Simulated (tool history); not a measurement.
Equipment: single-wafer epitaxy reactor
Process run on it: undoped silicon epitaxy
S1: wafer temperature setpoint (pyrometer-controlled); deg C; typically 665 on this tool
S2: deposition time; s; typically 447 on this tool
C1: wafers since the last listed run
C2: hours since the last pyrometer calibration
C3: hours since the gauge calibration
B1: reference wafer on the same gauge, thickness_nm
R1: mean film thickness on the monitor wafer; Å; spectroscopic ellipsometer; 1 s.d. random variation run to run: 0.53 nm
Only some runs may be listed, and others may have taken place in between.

Run 1, day 0: usual settings; C1 0; C2 966.8; C3 1207.9; B1 111.04. Result: R1 1150.18 Å.
Run 2, day 2.458: usual settings; C1 177; C2 1025.8; C3 1266.9; B1 110.981. Result: R1 1144.39 Å.
At day 4.333: pyrometer calibrated.
At day 6.704: gauge calibrated.
Run 3, day 10.288: usual settings; C1 542; C2 142.9; C3 86; B1 111.088. Result: R1 1098.3 Å.
Run 4, day 13.192: usual settings but S1 660 deg C; C1 210; C2 212.6; C3 155.7; B1 111.057. Result: R1 967.71 Å.
Run 5, day 15.783: usual settings but S1 660 deg C; C1 187; C2 274.8; C3 217.9; B1 110.838. Result: R1 980.84 Å.
Run 6, day 18.325: usual settings but S1 657 deg C; C1 183; C2 335.8; C3 278.9; B1 110.987. Result: R1 905.25 Å.
Run 7, day 21.138: usual settings but S1 657 deg C; C1 203; C2 403.3; C3 346.4; B1 111.069. Result: R1 910.96 Å.
Run 8, day 22.821: usual settings but S1 657 deg C; C1 121; C2 443.7; C3 386.8; B1 111.025. Result: R1 911.1 Å.
Run 9, day 24.983: usual settings; C1 156; C2 495.6; C3 438.7; B1 111.065. Result: R1 1112.93 Å.
Run 10, day 27.296: usual settings; C1 167; C2 551.1; C3 494.2; B1 110.963. Result: R1 1111.51 Å.
Run 11, day 29.271: usual settings; C1 142; C2 598.5; C3 541.6; B1 110.983. Result: R1 1114.53 Å.
Run 12, day 32.117: usual settings but S2 416 s; C1 205; C2 666.8; C3 609.9; B1 111.022. Result: R1 1045.16 Å.
Run 13, day 33.125: usual settings; C1 72; C2 691; C3 634.1; B1 110.969. Result: R1 1119.74 Å.
Run 14, day 36.004: usual settings; C1 208; C2 760.1; C3 703.2; B1 111.036. Result: R1 1133.47 Å.
Run 15, day 37.229: usual settings; C1 88; C2 789.5; C3 732.6; B1 111.007. Result: R1 1135.32 Å.
Run 16, day 40.096: usual settings; C1 207; C2 858.3; C3 801.4; B1 111.108. Result: R1 1146.44 Å.
Run 17, day 41.138: usual settings but S1 676 deg C, S2 494 s; C1 75; C2 883.3; C3 826.4; B1 110.918. Result: R1 1638.2 Å.
Run 18, day 43.212: usual settings; C1 150; C2 933.1; C3 876.2; B1 111.093. Result: R1 1150.63 Å.
Run 19, day 45.371: usual settings but S1 674 deg C, S2 516 s; C1 156; C2 984.9; C3 928; B1 111.059. Result: R1 1656.26 Å.

For run 20, what comes out?
At day 47.604: pyrometer calibrated.
Run 20, day 47.621: usual settings; C1 138; C2 0.4; C3 982; B1 ?. Result: R1 ?.

Run 20 gave B1 110.962, R1 1112.9 Å.
Were there no unlogged condition in the tool, this run, its random variation unchanged, would have produced R1 1105.64 Å.

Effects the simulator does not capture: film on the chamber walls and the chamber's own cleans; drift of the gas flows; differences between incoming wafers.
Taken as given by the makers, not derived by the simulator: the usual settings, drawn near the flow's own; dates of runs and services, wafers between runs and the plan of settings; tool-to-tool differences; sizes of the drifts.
